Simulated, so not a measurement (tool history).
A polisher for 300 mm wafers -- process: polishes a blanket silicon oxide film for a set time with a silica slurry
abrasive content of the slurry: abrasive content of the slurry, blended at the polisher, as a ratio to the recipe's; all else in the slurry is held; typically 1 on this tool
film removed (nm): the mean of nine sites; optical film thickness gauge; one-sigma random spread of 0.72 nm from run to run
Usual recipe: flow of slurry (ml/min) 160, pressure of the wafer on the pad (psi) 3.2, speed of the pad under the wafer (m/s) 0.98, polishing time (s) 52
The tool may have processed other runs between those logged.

run     day  flow of slurry (ml/min)  pressure of the wafer on the pad (psi)  speed of the pad under the wafer (m/s)  abrasive content of the slurry  polishing time (s)  wafers since the last listed run  wafers polished on this pad  hours since the slurry nozzle was cleaned  hours since the head pressure was calibrated  hours since the slurry blender was calibrated  hours since the conditioning disc was replaced  incoming thickness of the incoming film, nm  film removed (nm)
  1       0                      160                                     3.2                                    0.98                               1                  52                                 0                         1650                                       92.9                                         925.9                                          245.9                                              97                                       1920.5              105.5
  2   1.233                      160                                     3.2                                    0.98                               1                  52                               308                         1959                                      122.5                                         955.5                                          275.5                                           126.6                                       1900.7              104.3
  3   2.196                      160                                     3.2                                    0.98                               1                  52                               240                         2199                                      145.6                                         978.6                                          298.6                                           149.7                                       1873.3              105.1
      4.296  -- worn pad replaced by a new one
      4.971  -- slurry blender recalibrated
      5.292  -- slurry nozzle cleaned
  4   5.538                      160                                     3.2                                    0.98                            0.75                  52                               762                          279                                        5.9                                        1058.8                                           13.6                                           229.9                                       1886.1               87.6
  5   6.475                      160                                     3.2                                    0.98                            0.75                  52                               234                          514                                       28.4                                        1081.3                                           36.1                                           252.4                                       1889.7               85.2
      6.596  -- conditioning disc replaced and pad reconditioned
  6   9.454                      200                                     3.2                                    0.98                               1                  40                               724                         1238                                       99.9                                        1152.8                                          107.6                                            68.6                                       1889.6               84.2
     10.379  -- head pressure recalibrated
  7  10.871                      160                                     3.2                                    0.98                               1                  52                               333                         1571                                      133.9                                          11.8                                          141.6                                           102.6                                       1878.2              104.7
  8  11.508                      160                                     4.3                                    0.98                             0.8                  52                               159                         1730                                      149.2                                          27.1                                          156.9                                           117.9                                       1855.8              107.6
  9  12.158                      160                                     3.2                                    1.26                               1                  52                               162                         1893                                      164.8                                          42.7                                          172.5                                           133.5                                       1857.7              120.5
 10  12.938                      160                                     3.2                                    0.98                               1                  52                               194                         2088                                      183.5                                          61.4                                          191.2                                           152.2                                         1910              102.3
     13.488  -- worn pad replaced by a new one
 11   14.25                      180                                     3.2                                    0.84                               1                  52                               286                          190                                        215                                          92.9                                          222.7                                           183.7                                       1895.9              100.4
 12  15.483                      160                                     4.1                                    0.98                               1                  47                               308                          498                                      244.6                                         122.5                                          252.3                                           213.3                                       1909.1              111.7
     16.717  -- slurry nozzle cleaned
 13  16.738                      210                                     3.2                                     0.7                            0.75                  66                               303                          801                                        0.5                                         152.6                                          282.4                                           243.4                                       1874.1                 95
     17.704  -- conditioning disc replaced and pad reconditioned
 14  17.896                      160                                     2.6                                    1.28                               1                  52                               268                         1070                                       28.3                                         180.4                                          310.2                                             4.6                                       1871.9              111.4
 15    18.8                      145                                     3.2                                    0.98                               1                  52                               226                         1296                                         50                                         202.1                                          331.9                                            26.3                                       1865.9              105.7
 16  20.158                      160                                     3.8                                    0.98                               1                  45                               339                         1636                                       82.6                                         234.7                                          364.5                                            58.9                                       1877.9              103.2
 17  21.617                      160                                     4.1                                     0.8                               1                  52                               364                         2000                                      117.6                                         269.7                                          399.5                                            93.9                                       1898.7              110.6
     21.788  -- slurry blender recalibrated
 18  22.629                      140                                     3.6                                    0.74                            1.15                  52                               232                         2233                                      141.9                                           294                                           20.2                                           118.2                                       1893.5              102.6
 19  23.738                      130                                     3.7                                    0.98                               1                  44                               277                         2510                                      168.5                                         320.6                                           46.8                                           144.8                                       1876.6               92.9
     24.879  -- worn pad replaced by a new one
 20  25.017                      160                                     2.2                                    0.76                             1.2                  52                               278                           34                                      199.2                                         351.3                                           77.5                                           175.5                                       1886.3               82.3
 21  26.183                      160                                     3.2                                    1.22                               1                  52                               291                          326                                      227.2                                         379.3                                          105.5                                           203.5                                       1898.1                121

What does the tool deliver on the next run?
     26.683  -- conditioning disc replaced and pad reconditioned
 22  27.196                      160                                     3.2                                    0.98                               1                  52                               232                          558                                      251.5                                         403.6                                          129.8                                            12.3                                       1919.9                  ?

{"run 22": {"film removed (nm)": 104.2}}
Without the tool's hidden state the same run would have given film removed (nm) 109.7.
